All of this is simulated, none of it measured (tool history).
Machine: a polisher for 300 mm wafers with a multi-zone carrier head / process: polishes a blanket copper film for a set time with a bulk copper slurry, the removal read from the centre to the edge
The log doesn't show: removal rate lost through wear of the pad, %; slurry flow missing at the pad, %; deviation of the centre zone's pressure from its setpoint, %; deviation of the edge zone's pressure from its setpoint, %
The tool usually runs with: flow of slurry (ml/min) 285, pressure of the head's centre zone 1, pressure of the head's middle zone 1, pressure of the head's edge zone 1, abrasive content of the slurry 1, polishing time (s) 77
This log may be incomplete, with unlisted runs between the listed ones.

run     day  flow of slurry (ml/min)  pressure of the head's centre zone  pressure of the head's middle zone  pressure of the head's edge zone  abrasive content of the slurry  polishing time (s)  wafers since the last listed run  wafers polished on this pad  hours since the slurry nozzle was cleaned  hours since the centre zone pressure was calibrated  hours since the edge zone pressure was calibrated  hours since the carrier head's membrane was replaced  incoming thickness of the incoming film, nm  film removed at the wafer's centre (Å)  film removed at mid-radius (Å)  film removed at the wafer's edge (Å)
  1       0                      285                                   1                                0.94                              0.93                               1                  77                                 0                          432                                      505.2                                                175.8                                             1023.2                                                 783.2                                       2000.7                                    8190                            8180                                  8164
  2   4.296                      285                                0.92                                1.04                                 1                               1                  77                              1276                         1709                                      608.3                                                278.9                                             1126.3                                                 886.3                                       2011.4                                    7353                            8291                                  8189
      7.521  -- slurry nozzle cleaned
  3   7.542                      285                                   1                                   1                                 1                               1                  77                               951                         2660                                        0.5                                                356.8                                             1204.2                                                 964.2                                         2034                                    7883                            7804                                  8105
  4  10.312                      285                                   1                                   1                                 1                               1                  77                               823                         3483                                         67                                                423.3                                             1270.7                                                1030.7                                       2025.2                                    7600                            7567                                  7774
  5    13.4                      285                                   1                                   1                                 1                               1                  77                               917                         4401                                      141.1                                                497.4                                             1344.8                                                1104.8                                       2042.6                                    7589                            7531                                  7910
  6  17.379                      285                                   1                                0.91                              1.08                               1                  77                              1182                         5583                                      236.6                                                592.9                                             1440.3                                                1200.3                                       2018.7                                    7422                            7014                                  7950
  7  21.496                      285                                   1                                   1                                 1                               1                  77                              1222                         6806                                      335.4                                                691.7                                             1539.1                                                1299.1                                       2006.6                                    7362                            7482                                  7769
  8  23.071                      285                                   1                                   1                              0.97                               1                  77                               467                         7273                                      373.2                                                729.5                                             1576.9                                                1336.9                                         2009                                    7290                            7518                                  7562
     23.467  -- edge zone pressure recalibrated
  9  25.867                      285                                   1                                   1                                 1                               1                  77                               805                         8079                                      440.3                                                796.6                                               57.6                                                  1404                                       2005.3                                    7384                            7366                                  7581
     26.471  -- worn pad replaced by a new one
 10  28.479                      285                                   1                                   1                                 1                               1                  77                               726                          596                                        503                                                859.3                                              120.3                                                1466.7                                       2023.5                                    8027                            8170                                  8333
 11  32.458                      340                                   1                                   1                                 1                             0.8                  91                              1182                         1778                                      598.5                                                954.8                                              215.8                                                1562.2                                       1989.9                                    8858                            8774                                  9086
 12  34.621                      285                                   1                                   1                                 1                               1                  77                               642                         2421                                      650.4                                               1006.7                                              267.7                                                1614.1                                       2020.1                                    7581                            7666                                  7883
     35.658  -- slurry nozzle cleaned
 13  37.058                      285                                   1                                   1                                 1                               1                 103                               711                         3132                                       33.6                                               1065.2                                              326.2                                                1672.6                                       2035.6                                   10075                           10250                                 10536
     40.033  -- carrier head's membrane replaced by a new one
 14  43.075                      285                                1.09                                1.09                                 1                            1.25                  77                              1725                         4858                                        178                                               1209.6                                              470.6                                                    73                                       2045.4                                    8556                            8394                                  8000
     45.621  -- centre zone pressure recalibrated
 15  47.125                      285                                   1                                1.11                                 1                             1.1                  77                              1178                         6036                                      275.2                                                 36.1                                              567.8                                                 170.2                                       2049.8                                    7506                            8195                                  7826
 16  50.092                      340                                0.96                                   1                              0.96                               1                  52                               881                         6917                                      346.4                                                107.3                                                639                                                 241.4                                         2029                                    4702                            5054                                  5089
 17  51.725                      350                                0.96                                   1                                 1                               1                  77                               485                         7403                                      385.6                                                146.5                                              678.2                                                 280.6                                       2029.3                                    7129                            7222                                  7575
 18    55.8                      285                                0.88                                 1.1                                 1                            1.15                  64                              1210                         8613                                      483.4                                                244.3                                                776                                                 378.4                                       2038.1                                    5319                            6800                                  6435
     57.221  -- worn pad replaced by a new one
 19  58.588                      285                                   1                                1.06                                 1                               1                  91                               778                          405                                      550.3                                                311.2                                              842.9                                                 445.3                                       2027.1                                    9575                           10106                                 10046
 20  61.862                      285                                   1                                   1                                 1                               1                  77                               972                         1378                                      628.9                                                389.8                                              921.5                                                 523.9                                       2010.6                                    7934                            7932                                  8403

Consider 5 possible next runs. They are alternatives, not a sequence: every one starts from the tool as it was left by run 20. What does each give?
  A  61.879                      285                                   1                                   1                                 1                               1                  77                                 4                         1383                                      629.3                                                390.2                                              921.9                                                 524.3                                       2006.2                                       ?                               ?                                     ?
  B  61.879                      355                                   1                                   1                                 1                               1                  77                                 4                         1383                                      629.3                                                390.2                                              921.9                                                 524.3                                       2006.2                                       ?                               ?                                     ?
  C  61.879                      315                                1.08                                1.08                                 1                               1                  77                                 4                         1383                                      629.3                                                390.2                                              921.9                                                 524.3                                       2006.2                                       ?                               ?                                     ?
  D  61.879                      220                                1.11                                   1                                 1                               1                  77                                 4                         1383                                      629.3                                                390.2                                              921.9                                                 524.3                                       2006.2                                       ?                               ?                                     ?
  E  61.879                      365                                   1                                   1                              0.95                               1                  77                                 4                         1383                                      629.3                                                390.2                                              921.9                                                 524.3                                       2006.2                                       ?                               ?                                     ?

run  film removed at the wafer's centre (Å)  film removed at mid-radius (Å)  film removed at the wafer's edge (Å)
  A                                    7968                            8131                                  8164
  B                                    8099                            8252                                  8256
  C                                    8680                            8645                                  8199
  D                                    8667                            7973                                  8047
  E                                    8115                            8267                                  8068
What these runs would have given with no unlogged condition in the tool:
run  film removed at the wafer's centre (Å)  film removed at mid-radius (Å)  film removed at the wafer's edge (Å)
  A                                    8363                            8535                                  8569
  B                                    8501                            8662                                  8666
  C                                    9111                            9075                                  8607
  D                                    9097                            8369                                  8447
  E                                    8518                            8678                                  8468
